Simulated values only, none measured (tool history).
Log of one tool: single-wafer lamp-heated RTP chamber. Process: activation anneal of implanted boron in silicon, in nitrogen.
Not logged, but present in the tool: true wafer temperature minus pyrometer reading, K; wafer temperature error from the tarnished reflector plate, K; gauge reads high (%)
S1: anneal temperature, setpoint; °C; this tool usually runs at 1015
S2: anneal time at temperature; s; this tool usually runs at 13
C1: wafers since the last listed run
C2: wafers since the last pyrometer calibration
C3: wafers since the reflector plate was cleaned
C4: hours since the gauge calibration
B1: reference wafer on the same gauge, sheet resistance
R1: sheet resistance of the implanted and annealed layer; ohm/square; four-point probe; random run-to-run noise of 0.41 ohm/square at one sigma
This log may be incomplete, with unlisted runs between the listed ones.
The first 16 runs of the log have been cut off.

run,hour,S1,S2,C1,C2,C3,C4,B1,R1
17,1203.9,1015,18,1920,5024,16795,2744.0,168.12,141.65
18,1459.4,985,16,7301,12326,24097,2999.5,168.05,148.14
# hour 1484.5: reflector plate cleaned
19,1657.7,1006,16,5438,17764,4949,3197.8,167.99,143.85
20,1746.0,988,13,2523,20288,7472,3286.1,168.00,151.99
# hour 1812.9: pyrometer window cleaned and pyrometer calibrated
21,1839.3,1015,13,2437,755,9910,3379.4,168.04,142.56
22,1983.7,1015,13,4126,4881,14037,3523.8,167.98,142.62
23,2116.6,1015,13,3798,8679,17835,3656.7,167.94,142.23
24,2179.3,1037,8,1791,10471,19627,3719.4,168.02,140.32
25,2239.5,1015,10,1720,12192,21347,3779.6,167.96,142.12
# hour 2266.6: reflector plate cleaned
26,2338.3,1015,13,2594,14787,2048,3878.4,167.97,141.93
# hour 2374.0: gauge calibrated
27,2411.3,1000,7,2086,16873,4134,37.3,167.96,150.45
28,2512.3,1023,13,2886,19759,7020,138.3,168.08,141.18
# hour 2640.6: pyrometer window cleaned and pyrometer calibrated
29,2813.9,1015,13,8390,4952,15411,439.9,168.03,142.63
# hour 3113.8: reflector plate cleaned
30,3114.3,1015,13,8356,13308,13,740.3,167.92,142.55
31,3153.6,1028,18,1123,14431,1136,779.6,168.00,139.41
32,3222.1,1015,9,1957,16388,3093,848.1,168.01,143.63
33,3291.5,992,13,1983,18372,5077,917.5,168.07,149.76
34,3344.8,1015,13,1523,19895,6600,970.8,168.04,142.60
# hour 3521.9: pyrometer window cleaned and pyrometer calibrated
35,3626.3,988,13,7816,2983,14416,1252.3,168.08,151.11
36,3713.4,1027,13,2489,5472,16905,1339.4,167.99,140.61
37,3770.8,1015,16,1640,7113,18545,1396.8,167.98,141.01

Each row is a separate what-if for the run after 37, all from the same tool condition, not one after another. Results?
A,3771.2,1015,13,11,7124,18557,1397.2,?,?
B,3771.2,1036,13,11,7124,18557,1397.2,?,?
C,3771.2,1005,9,11,7124,18557,1397.2,?,?

run,B1,R1
A,168.08,142.07
B,168.08,139.53
C,168.08,145.23
Had the tool no hidden state, the same runs would have come out as:
run,R1
A,143.25
B,140.15
C,147.26
